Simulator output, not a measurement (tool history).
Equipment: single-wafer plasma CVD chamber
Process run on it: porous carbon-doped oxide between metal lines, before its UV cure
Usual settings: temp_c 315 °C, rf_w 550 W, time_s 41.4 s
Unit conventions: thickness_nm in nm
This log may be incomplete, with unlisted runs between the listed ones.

| run | hour | temp_c | rf_w | time_s | wafers since the last listed run | hours since the last thermocouple change | hours since the last RF generator calibration | hours since the showerhead was replaced | hours since the gauge calibration | read-back reference wafer on the same gauge, thickness_nm | thickness_nm |
|---|---|---|---|---|---|---|---|---|---|---|---|
| 1 | 0 | 315 | 595 | 41.4 | 0 | 2104.8 | 97.4 | 2795.6 | 1972.3 | 229.865 | 229.065 |
| 2 | 49.9 | 315 | 595 | 41.4 | 606 | 2154.7 | 147.3 | 2845.5 | 2022.2 | 229.999 | 230.451 |
| 3 | 93.2 | 315 | 550 | 41.4 | 526 | 2198 | 190.6 | 2888.8 | 2065.5 | 230.11 | 219.841 |
| 4 | 143.8 | 315 | 550 | 41.4 | 615 | 2248.6 | 241.2 | 2939.4 | 2116.1 | 230 | 220.553 |
| 5 | 245.1 | 315 | 550 | 41.4 | 1232 | 2349.9 | 342.5 | 3040.7 | 2217.4 | 230.023 | 220.84 |
|  | 364.5 | showerhead replaced |
|  | 380.8 | thermocouple changed; heater temperature recalibrated |
| 6 | 429.4 | 315 | 550 | 41.4 | 2047 | 48.6 | 526.8 | 64.9 | 2401.7 | 230.028 | 213.543 |
| 7 | 454.5 | 315 | 550 | 41.4 | 305 | 73.7 | 551.9 | 90 | 2426.8 | 229.846 | 215.465 |
| 8 | 482.8 | 315 | 550 | 41.4 | 344 | 102 | 580.2 | 118.3 | 2455.1 | 229.956 | 216.022 |
| 9 | 515.5 | 315 | 550 | 41.4 | 397 | 134.7 | 612.9 | 151 | 2487.8 | 229.928 | 214.164 |
| 10 | 560.5 | 320 | 605 | 36.6 | 547 | 179.7 | 657.9 | 196 | 2532.8 | 229.788 | 198.542 |
| 11 | 623.6 | 321 | 650 | 48.1 | 767 | 242.8 | 721 | 259.1 | 2595.9 | 229.927 | 269.132 |
| 12 | 672.9 | 315 | 550 | 41.4 | 599 | 292.1 | 770.3 | 308.4 | 2645.2 | 229.723 | 217.217 |
| 13 | 724 | 300 | 600 | 41.4 | 621 | 343.2 | 821.4 | 359.5 | 2696.3 | 229.836 | 243.74 |
| 14 | 754.7 | 315 | 550 | 49.1 | 373 | 373.9 | 852.1 | 390.2 | 2727 | 230.109 | 253.736 |
| 15 | 806.4 | 308 | 465 | 33.5 | 628 | 425.6 | 903.8 | 441.9 | 2778.7 | 230.297 | 165.077 |
| 16 | 877.1 | 315 | 550 | 41.4 | 859 | 496.3 | 974.5 | 512.6 | 2849.4 | 229.724 | 216.646 |
| 17 | 998.8 | 315 | 550 | 43.6 | 1480 | 618 | 1096.2 | 634.3 | 2971.1 | 229.999 | 227.167 |
| 18 | 1040.2 | 310 | 620 | 38.2 | 503 | 659.4 | 1137.6 | 675.7 | 3012.5 | 230.097 | 221.213 |
| 19 | 1068.6 | 323 | 550 | 35 | 345 | 687.8 | 1166 | 704.1 | 3040.9 | 230.17 | 178.237 |
|  | 1092.9 | gauge calibrated |
| 20 | 1113.9 | 315 | 550 | 35.6 | 551 | 733.1 | 1211.3 | 749.4 | 21 | 229.996 | 186.941 |
| 21 | 1148 | 315 | 550 | 41.4 | 414 | 767.2 | 1245.4 | 783.5 | 55.1 | 230.071 | 217.135 |
| 22 | 1178.8 | 309 | 440 | 36.5 | 374 | 798 | 1276.2 | 814.3 | 85.9 | 229.957 | 173.385 |
| 23 | 1215.6 | 315 | 635 | 41.4 | 447 | 834.8 | 1313 | 851.1 | 122.7 | 229.726 | 236.578 |
| 24 | 1270.2 | 310 | 550 | 48.2 | 664 | 889.4 | 1367.6 | 905.7 | 177.3 | 229.822 | 258.933 |

Run 25 comes next. What will it give?
| 25 | 1329.7 | 321 | 550 | 41.4 | 723 | 948.9 | 1427.1 | 965.2 | 236.8 | ? | ? |

read-back reference wafer on the same gauge, thickness_nm: 230.304
thickness_nm: 211.496 nm
Take away the tool's hidden state, keep the run-to-run variation as it was, and the same run would have given thickness_nm 207.392 nm.
